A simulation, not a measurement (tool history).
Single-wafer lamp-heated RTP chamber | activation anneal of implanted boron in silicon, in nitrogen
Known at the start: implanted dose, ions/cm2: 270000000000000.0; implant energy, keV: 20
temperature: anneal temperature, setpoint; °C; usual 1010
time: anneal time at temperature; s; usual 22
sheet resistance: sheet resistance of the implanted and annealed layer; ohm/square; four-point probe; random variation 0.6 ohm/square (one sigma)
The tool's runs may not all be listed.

run	day	temperature	time	wafers since the last listed run	wafers since the last pyrometer calibration	wafers since the reflector plate was cleaned	hours since the gauge calibration	read-back reference wafer on the same gauge, sheet resistance	sheet resistance
1	0.000	998	22	0	7673	9165	169.6	479.77	407.14
2	0.717	998	22	121	7795	9287	186.8	479.86	407.70
# day 0.938: gauge calibrated
3	1.458	1026	22	126	7921	9413	12.5	476.61	397.80
4	2.096	1026	22	108	8030	9522	27.8	476.84	398.20
5	2.733	1025	22	108	8138	9630	43.1	477.79	399.02
6	3.017	1010	22	48	8187	9678	49.9	477.59	401.07
7	3.417	1010	22	68	8255	9746	59.5	478.48	401.75
8	4.100	1010	27	116	8371	9863	75.9	478.47	402.74
9	4.392	1010	27	49	8421	9912	82.9	478.63	401.99
# day 5.100: pyrometer window cleaned and pyrometer calibrated
10	5.121	1010	27	67	3	9980	100.4	478.74	402.06
11	5.650	1019	22	90	93	10070	113.1	479.05	400.62
12	6.021	1019	22	63	157	10133	122.0	479.78	401.20
13	6.654	1010	22	107	264	10241	137.2	479.45	404.11
14	7.288	1035	14	107	372	10349	152.4	479.59	400.44
15	7.696	1010	22	69	442	10418	162.2	479.63	403.07
16	8.421	1034	10	123	565	10541	179.6	479.69	401.00
17	9.458	1010	22	176	742	10718	204.5	479.67	403.93
# day 9.688: gauge calibrated
# day 10.321: reflector plate cleaned
18	10.342	1010	33	93	835	3	15.7	476.92	398.39
19	10.850	980	11	86	922	89	27.9	477.20	426.13
20	11.442	1010	22	100	1023	190	42.1	478.18	401.66
21	11.767	1032	16	55	1078	245	49.9	478.08	398.14
22	12.104	991	29	57	1135	303	58.0	477.99	408.56
23	14.312	1010	22	375	1511	679	111.0	479.24	403.46
24	15.021	1026	33	120	1632	799	128.0	479.62	399.02
25	16.633	1024	22	274	1906	1074	166.7	480.03	401.22
26	16.904	988	34	46	1952	1120	173.2	480.06	410.35

3 ways to go on from here, each from the tool as it stands after run 26. What would each give?
A	16.921	1010	22	2	1955	1123	173.6	?	?
B	16.921	995	10	2	1955	1123	173.6	?	?
C	16.921	1035	22	2	1955	1123	173.6	?	?

run	read-back reference wafer on the same gauge, sheet resistance	sheet resistance
A	480.05	403.69
B	480.05	413.72
C	480.05	400.47
Without the tool's hidden state the same runs would have given:
run	sheet resistance
A	400.51
B	410.46
C	397.32
